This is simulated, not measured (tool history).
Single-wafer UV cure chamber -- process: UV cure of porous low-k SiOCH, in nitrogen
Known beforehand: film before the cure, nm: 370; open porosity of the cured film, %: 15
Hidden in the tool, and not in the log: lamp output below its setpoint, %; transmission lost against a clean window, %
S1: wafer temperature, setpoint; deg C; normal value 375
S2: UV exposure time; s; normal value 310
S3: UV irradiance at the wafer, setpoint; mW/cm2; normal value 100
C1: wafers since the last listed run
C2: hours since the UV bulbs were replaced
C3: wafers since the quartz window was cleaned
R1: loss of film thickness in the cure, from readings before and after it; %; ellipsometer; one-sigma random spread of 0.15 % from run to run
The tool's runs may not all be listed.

run,hour,S1,S2,S3,C1,C2,C3,R1
1,0,379,310,100,0,1403.1,1119,10.999
2,18.1,379,310,100,137,1421.2,1257,11.059
3,45,379,310,100,204,1448.1,1462,10.94
4,63.4,375,425,100,139,1466.5,1602,12.51
5,88.7,375,425,100,192,1491.8,1794,12.064
6,124.3,375,425,100,270,1527.4,2065,11.728
# hour 148.3: quartz window cleaned
7,148.8,375,310,100,125,1551.9,3,11.588
# hour 166.9: UV bulbs replaced
8,176.1,375,310,83,146,9.2,150,10.5
9,190.4,379,310,100,108,23.5,259,11.575
10,225.1,375,310,129,263,58.2,523,12.549
11,269.8,375,425,100,340,102.9,863,12.587
12,292.5,390,310,120,172,125.6,1036,11.942
13,305.2,387,185,67,96,138.3,1132,7.424
14,336.9,375,130,61,241,170,1373,5.686

Hidden state or all else? Some run-to-run changes of R1, split into what the settings, what came in and random variation would give without the hidden state, and what is left for the hidden state (with any gauge scatter that isn't in both results):
Run 6 -> 7: S2 425 -> 310, quartz window cleaned. R1 -0.14 %: hidden state +1.074, all else -1.214.
Run 12 -> 13: S1 390 -> 387, S2 310 -> 185, S3 120 -> 67. R1 -4.518 %: hidden state +0.017, all else -4.535.
